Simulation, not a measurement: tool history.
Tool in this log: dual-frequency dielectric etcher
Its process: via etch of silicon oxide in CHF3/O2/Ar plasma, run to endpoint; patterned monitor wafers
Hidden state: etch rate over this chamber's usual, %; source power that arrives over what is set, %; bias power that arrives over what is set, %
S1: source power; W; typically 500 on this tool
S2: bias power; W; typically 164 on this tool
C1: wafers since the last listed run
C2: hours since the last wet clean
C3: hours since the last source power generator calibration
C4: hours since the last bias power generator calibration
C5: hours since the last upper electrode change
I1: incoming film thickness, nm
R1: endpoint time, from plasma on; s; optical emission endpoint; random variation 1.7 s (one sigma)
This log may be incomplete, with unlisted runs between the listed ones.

run   hour   S1   S2   C1     C2      C3      C4      C5     I1     R1
  1    0.0  540  164    0  351.6  5025.3  4974.2  1981.8  745.8  410.1
  2   13.0  540  164   73  364.6  5038.3  4987.2  1994.8  744.1  408.1
  3   23.0  500  164   56  374.6  5048.3  4997.2  2004.8  749.8  425.8
  4   34.5  500  164   64  386.1  5059.8  5008.7  2016.3  753.9  430.8
  5   44.4  500  164   55  396.0  5069.7  5018.6  2026.2  748.1  429.1
  6   52.7  560  164   46  404.3  5078.0  5026.9  2034.5  741.3  400.6
      63.2  -- source power generator calibrated
      82.4  -- wet clean of the chamber
     106.2  -- upper electrode replaced
  7  106.7  560  164   39   24.3    43.5  5080.9     0.5  748.7  390.7
  8  107.1  430  185    2   24.7    43.9  5081.3     0.9  751.2  429.6
  9  107.5  540  139    2   25.1    44.3  5081.7     1.3  756.4  423.0
 10  107.9  560  164    2   25.5    44.7  5082.1     1.7  737.0  385.4
 11  114.2  390  126   35   31.8    51.0  5088.4     8.0  749.7  507.7
 12  127.5  610  164   74   45.1    64.3  5101.7    21.3  750.3  378.1
     147.6  -- bias power generator calibrated
 13  148.1  420  128   93   65.7    84.9     0.5    41.9  747.5  482.4
 14  189.7  420  128  233  107.3   126.5    42.1    83.5  753.2  490.8

Below are 5 alternative next runs, each starting from the tool's condition after run 14. Predict each:
  A  190.2  570  164   2  107.8  127.0  42.6  84.0  755.1   ?
  B  190.2  500  199   2  107.8  127.0  42.6  84.0  755.1   ?
  C  190.2  500  196   2  107.8  127.0  42.6  84.0  755.1   ?
  D  190.2  560  128   2  107.8  127.0  42.6  84.0  755.1   ?
  E  190.2  500  141   2  107.8  127.0  42.6  84.0  755.1   ?

run     R1
  A  392.6
  B  392.6
  C  394.6
  D  425.8
  E  436.9
Without the tool's unlogged condition, the same runs would have read:
run     R1
  A  387.2
  B  387.3
  C  389.2
  D  420.0
  E  430.9
